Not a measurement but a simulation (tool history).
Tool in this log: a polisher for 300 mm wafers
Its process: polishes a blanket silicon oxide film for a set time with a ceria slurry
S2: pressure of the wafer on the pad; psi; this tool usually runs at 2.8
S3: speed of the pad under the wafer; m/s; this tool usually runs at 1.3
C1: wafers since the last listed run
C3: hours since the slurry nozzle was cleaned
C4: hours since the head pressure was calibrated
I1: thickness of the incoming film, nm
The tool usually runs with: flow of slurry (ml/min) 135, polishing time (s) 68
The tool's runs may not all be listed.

run 1 hour=0 | flow_of_slurry_(ml/min)=135 S2=2.8 S3=1.3 polishing_time_(s)=84 | C1=0 wafers_polished_on_this_pad=1728 C3=178.8 C4=962.1 | I1=992.2 | film_removed_(angstrom)=4241
run 2 hour=66.3 | flow_of_slurry_(ml/min)=135 S2=2.8 S3=1.3 polishing_time_(s)=84 | C1=765 wafers_polished_on_this_pad=2493 C3=245.1 C4=1028.4 | I1=1020.2 | film_removed_(angstrom)=4225
-- hour=148.9 worn pad replaced by a new one
run 3 hour=149.4 | flow_of_slurry_(ml/min)=135 S2=2.8 S3=1.3 polishing_time_(s)=84 | C1=913 wafers_polished_on_this_pad=5 C3=328.2 C4=1111.5 | I1=1007.3 | film_removed_(angstrom)=4346
run 4 hour=209.7 | flow_of_slurry_(ml/min)=135 S2=2.8 S3=1.3 polishing_time_(s)=68 | C1=696 wafers_polished_on_this_pad=701 C3=388.5 C4=1171.8 | I1=1024.8 | film_removed_(angstrom)=3497
run 5 hour=298 | flow_of_slurry_(ml/min)=135 S2=2.8 S3=1.3 polishing_time_(s)=68 | C1=1019 wafers_polished_on_this_pad=1720 C3=476.8 C4=1260.1 | I1=1010 | film_removed_(angstrom)=3417
run 6 hour=334.1 | flow_of_slurry_(ml/min)=135 S2=2.8 S3=1.3 polishing_time_(s)=68 | C1=416 wafers_polished_on_this_pad=2137 C3=512.9 C4=1296.2 | I1=1005.6 | film_removed_(angstrom)=3398
run 7 hour=379.1 | flow_of_slurry_(ml/min)=135 S2=2.1 S3=1.3 polishing_time_(s)=68 | C1=519 wafers_polished_on_this_pad=2657 C3=557.9 C4=1341.2 | I1=1013.4 | film_removed_(angstrom)=2843
run 8 hour=444.4 | flow_of_slurry_(ml/min)=135 S2=2.1 S3=1.3 polishing_time_(s)=68 | C1=753 wafers_polished_on_this_pad=3410 C3=623.2 C4=1406.5 | I1=992.7 | film_removed_(angstrom)=2790
-- hour=483.1 worn pad replaced by a new one
run 9 hour=485.3 | flow_of_slurry_(ml/min)=135 S2=2.1 S3=1.3 polishing_time_(s)=68 | C1=425 wafers_polished_on_this_pad=25 C3=664.1 C4=1447.4 | I1=1012.3 | film_removed_(angstrom)=2612
-- hour=495.7 slurry nozzle cleaned
run 10 hour=556.3 | flow_of_slurry_(ml/min)=135 S2=2.8 S3=1.3 polishing_time_(s)=68 | C1=808 wafers_polished_on_this_pad=833 C3=60.6 C4=1518.4 | I1=1022.3 | film_removed_(angstrom)=3077
-- hour=568.3 head pressure recalibrated
run 11 hour=646.3 | flow_of_slurry_(ml/min)=135 S2=2.8 S3=1.3 polishing_time_(s)=68 | C1=1015 wafers_polished_on_this_pad=1849 C3=150.6 C4=78 | I1=1025.6 | film_removed_(angstrom)=3049
-- hour=699.5 worn pad replaced by a new one, repeated, since the last time left the tool worse
run 12 hour=700 | flow_of_slurry_(ml/min)=135 S2=3.5 S3=1.3 polishing_time_(s)=68 | C1=573 wafers_polished_on_this_pad=5 C3=204.3 C4=131.7 | I1=1004.4 | film_removed_(angstrom)=4042
run 13 hour=747.5 | flow_of_slurry_(ml/min)=165 S2=2.8 S3=1 polishing_time_(s)=68 | C1=548 wafers_polished_on_this_pad=553 C3=251.8 C4=179.2 | I1=1021.2 | film_removed_(angstrom)=2805
run 14 hour=844.7 | flow_of_slurry_(ml/min)=175 S2=2.5 S3=1.3 polishing_time_(s)=56 | C1=1122 wafers_polished_on_this_pad=1675 C3=349 C4=276.4 | I1=1016.1 | film_removed_(angstrom)=2768
run 15 hour=892.3 | flow_of_slurry_(ml/min)=175 S2=3.6 S3=1.3 polishing_time_(s)=88 | C1=549 wafers_polished_on_this_pad=2225 C3=396.6 C4=324 | I1=1001.2 | film_removed_(angstrom)=5447
run 16 hour=993.1 | flow_of_slurry_(ml/min)=135 S2=2.8 S3=1.3 polishing_time_(s)=68 | C1=1163 wafers_polished_on_this_pad=3388 C3=497.4 C4=424.8 | I1=1005.9 | film_removed_(angstrom)=3298
run 17 hour=1033.6 | flow_of_slurry_(ml/min)=170 S2=2.3 S3=1.3 polishing_time_(s)=49 | C1=467 wafers_polished_on_this_pad=3856 C3=537.9 C4=465.3 | I1=1004.5 | film_removed_(angstrom)=2137
-- hour=1041.2 worn pad replaced by a new one
run 18 hour=1126.9 | flow_of_slurry_(ml/min)=160 S2=3.4 S3=1.3 polishing_time_(s)=68 | C1=1030 wafers_polished_on_this_pad=989 C3=631.2 C4=558.6 | I1=1007.1 | film_removed_(angstrom)=4070
-- hour=1139.3 slurry nozzle cleaned
run 19 hour=1190 | flow_of_slurry_(ml/min)=135 S2=2.3 S3=1.62 polishing_time_(s)=57 | C1=716 wafers_polished_on_this_pad=1706 C3=50.7 C4=621.7 | I1=996.1 | film_removed_(angstrom)=3198
run 20 hour=1282.2 | flow_of_slurry_(ml/min)=135 S2=3.7 S3=1.3 polishing_time_(s)=68 | C1=1064 wafers_polished_on_this_pad=2770 C3=142.9 C4=713.9 | I1=1007.9 | film_removed_(angstrom)=4107
-- hour=1336.5 worn pad replaced by a new one
run 21 hour=1366.4 | flow_of_slurry_(ml/min)=135 S2=2.2 S3=1.3 polishing_time_(s)=76 | C1=925 wafers_polished_on_this_pad=344 C3=227.1 C4=798.1 | I1=1002.1 | film_removed_(angstrom)=3343
run 22 hour=1466.4 | flow_of_slurry_(ml/min)=165 S2=2.8 S3=1 polishing_time_(s)=68 | C1=1154 wafers_polished_on_this_pad=1499 C3=327.1 C4=898.1 | I1=1015 | film_removed_(angstrom)=2755
run 23 hour=1551.4 | flow_of_slurry_(ml/min)=135 S2=2.8 S3=1.3 polishing_time_(s)=68 | C1=981 wafers_polished_on_this_pad=2480 C3=412.1 C4=983.1 | I1=1027.2 | film_removed_(angstrom)=3408

What if the next run were any one of these 5? Each begins from the tool's condition after run 23:
run A hour=1551.9 | flow_of_slurry_(ml/min)=135 S2=3.3 S3=1.3 polishing_time_(s)=68 | C1=5 wafers_polished_on_this_pad=2486 C3=412.6 C4=983.6 | I1=1013.8 | film_removed_(angstrom)=?
run B hour=1551.9 | flow_of_slurry_(ml/min)=135 S2=2.8 S3=1.3 polishing_time_(s)=82 | C1=5 wafers_polished_on_this_pad=2486 C3=412.6 C4=983.6 | I1=1013.8 | film_removed_(angstrom)=?
run C hour=1551.9 | flow_of_slurry_(ml/min)=90 S2=2.2 S3=0.88 polishing_time_(s)=75 | C1=5 wafers_polished_on_this_pad=2486 C3=412.6 C4=983.6 | I1=1013.8 | film_removed_(angstrom)=?
run D hour=1551.9 | flow_of_slurry_(ml/min)=135 S2=2.8 S3=1.3 polishing_time_(s)=52 | C1=5 wafers_polished_on_this_pad=2486 C3=412.6 C4=983.6 | I1=1013.8 | film_removed_(angstrom)=?
run E hour=1551.9 | flow_of_slurry_(ml/min)=150 S2=2.8 S3=0.98 polishing_time_(s)=68 | C1=5 wafers_polished_on_this_pad=2486 C3=412.6 C4=983.6 | I1=1013.8 | film_removed_(angstrom)=?

run=A film_removed_(angstrom)=3725
run=B film_removed_(angstrom)=4023
run=C film_removed_(angstrom)=2054
run=D film_removed_(angstrom)=2551
run=E film_removed_(angstrom)=2589
What these runs would have given with no unlogged condition in the tool:
run=A film_removed_(angstrom)=3873
run=B film_removed_(angstrom)=4183
run=C film_removed_(angstrom)=2135
run=D film_removed_(angstrom)=2653
run=E film_removed_(angstrom)=2692
